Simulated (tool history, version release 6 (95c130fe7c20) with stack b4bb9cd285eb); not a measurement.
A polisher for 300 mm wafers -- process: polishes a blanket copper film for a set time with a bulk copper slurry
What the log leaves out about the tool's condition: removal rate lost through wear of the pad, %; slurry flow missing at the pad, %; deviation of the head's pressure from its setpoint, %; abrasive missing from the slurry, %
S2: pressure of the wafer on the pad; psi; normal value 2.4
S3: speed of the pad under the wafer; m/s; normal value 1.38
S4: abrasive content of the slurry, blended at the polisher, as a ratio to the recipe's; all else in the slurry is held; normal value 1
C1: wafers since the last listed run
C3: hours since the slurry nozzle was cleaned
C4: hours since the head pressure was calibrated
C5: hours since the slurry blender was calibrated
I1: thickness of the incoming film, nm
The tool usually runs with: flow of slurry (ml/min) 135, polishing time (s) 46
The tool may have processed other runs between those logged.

{"run": 1, "hour": 0.0, "flow of slurry (ml/min)": 135, "S2": 2.4, "S3": 1.6, "S4": 1, "polishing time (s)": 46, "C1": 0, "wafers polished on this pad": 1369, "C3": 454, "C4": 908, "C5": 146.2, "I1": 1888.6, "film removed (angstrom)": 6585}
{"hour": 17.5, "done": "worn pad replaced by a new one"}
{"run": 2, "hour": 39.0, "flow of slurry (ml/min)": 135, "S2": 2.4, "S3": 1.6, "S4": 1, "polishing time (s)": 46, "C1": 477, "wafers polished on this pad": 294, "C3": 493, "C4": 947, "C5": 185.2, "I1": 1918.7, "film removed (angstrom)": 6456}
{"run": 3, "hour": 45.5, "flow of slurry (ml/min)": 135, "S2": 2.4, "S3": 1.6, "S4": 1, "polishing time (s)": 46, "C1": 88, "wafers polished on this pad": 382, "C3": 499.5, "C4": 953.5, "C5": 191.7, "I1": 1899, "film removed (angstrom)": 6552}
{"run": 4, "hour": 54.4, "flow of slurry (ml/min)": 135, "S2": 2.4, "S3": 1.38, "S4": 1, "polishing time (s)": 46, "C1": 121, "wafers polished on this pad": 504, "C3": 508.4, "C4": 962.4, "C5": 200.6, "I1": 1891.9, "film removed (angstrom)": 5790}
{"run": 5, "hour": 103.0, "flow of slurry (ml/min)": 135, "S2": 2.4, "S3": 1.38, "S4": 1, "polishing time (s)": 46, "C1": 663, "wafers polished on this pad": 1168, "C3": 557, "C4": 1011, "C5": 249.2, "I1": 1888.9, "film removed (angstrom)": 5656}
{"run": 6, "hour": 119.3, "flow of slurry (ml/min)": 135, "S2": 2.4, "S3": 1.38, "S4": 1, "polishing time (s)": 46, "C1": 222, "wafers polished on this pad": 1390, "C3": 573.3, "C4": 1027.3, "C5": 265.5, "I1": 1930.8, "film removed (angstrom)": 5687}
{"run": 7, "hour": 134.2, "flow of slurry (ml/min)": 135, "S2": 2.4, "S3": 1.38, "S4": 1, "polishing time (s)": 46, "C1": 203, "wafers polished on this pad": 1594, "C3": 588.2, "C4": 1042.2, "C5": 280.4, "I1": 1906.6, "film removed (angstrom)": 5699}
{"hour": 138.4, "done": "worn pad replaced by a new one"}
{"run": 8, "hour": 145.4, "flow of slurry (ml/min)": 135, "S2": 2.4, "S3": 1.38, "S4": 1, "polishing time (s)": 46, "C1": 98, "wafers polished on this pad": 95, "C3": 599.4, "C4": 1053.4, "C5": 291.6, "I1": 1885.4, "film removed (angstrom)": 5835}
{"run": 9, "hour": 151.7, "flow of slurry (ml/min)": 135, "S2": 2.4, "S3": 1.62, "S4": 1, "polishing time (s)": 46, "C1": 86, "wafers polished on this pad": 181, "C3": 605.7, "C4": 1059.7, "C5": 297.9, "I1": 1926.2, "film removed (angstrom)": 6339}
{"run": 10, "hour": 168.6, "flow of slurry (ml/min)": 135, "S2": 2.4, "S3": 1.62, "S4": 1, "polishing time (s)": 46, "C1": 230, "wafers polished on this pad": 412, "C3": 622.6, "C4": 1076.6, "C5": 314.8, "I1": 1882, "film removed (angstrom)": 6366}
{"run": 11, "hour": 178.8, "flow of slurry (ml/min)": 135, "S2": 2.4, "S3": 1.38, "S4": 1, "polishing time (s)": 46, "C1": 139, "wafers polished on this pad": 551, "C3": 632.8, "C4": 1086.8, "C5": 325, "I1": 1897.3, "film removed (angstrom)": 5605}
{"run": 12, "hour": 190.8, "flow of slurry (ml/min)": 135, "S2": 2.4, "S3": 1.38, "S4": 1, "polishing time (s)": 46, "C1": 163, "wafers polished on this pad": 715, "C3": 644.8, "C4": 1098.8, "C5": 337, "I1": 1893.2, "film removed (angstrom)": 5683}
{"hour": 197.6, "done": "slurry nozzle cleaned"}
{"run": 13, "hour": 205.1, "flow of slurry (ml/min)": 135, "S2": 2.4, "S3": 1, "S4": 1, "polishing time (s)": 46, "C1": 181, "wafers polished on this pad": 896, "C3": 7.5, "C4": 1113.1, "C5": 351.3, "I1": 1909.4, "film removed (angstrom)": 4427}
{"hour": 211.0, "done": "head pressure recalibrated"}
{"run": 14, "hour": 212.2, "flow of slurry (ml/min)": 180, "S2": 2.4, "S3": 1.38, "S4": 0.75, "polishing time (s)": 46, "C1": 69, "wafers polished on this pad": 966, "C3": 14.6, "C4": 1.2, "C5": 358.4, "I1": 1880.2, "film removed (angstrom)": 5445}
{"hour": 230.2, "done": "worn pad replaced by a new one"}
{"run": 15, "hour": 230.7, "flow of slurry (ml/min)": 135, "S2": 1.9, "S3": 1.68, "S4": 1.1, "polishing time (s)": 31, "C1": 197, "wafers polished on this pad": 6, "C3": 33.1, "C4": 19.7, "C5": 376.9, "I1": 1946.2, "film removed (angstrom)": 3485}

Expected results for the next run?
{"run": 16, "hour": 242.5, "flow of slurry (ml/min)": 135, "S2": 2.4, "S3": 1.38, "S4": 0.85, "polishing time (s)": 46, "C1": 161, "wafers polished on this pad": 167, "C3": 44.9, "C4": 31.5, "C5": 388.7, "I1": 1908.9, "film removed (angstrom)": "?"}

{"run 16": {"film removed (angstrom)": 5224}}
Minus the tool's unlogged condition, the same run would have read film removed (angstrom) 5654.
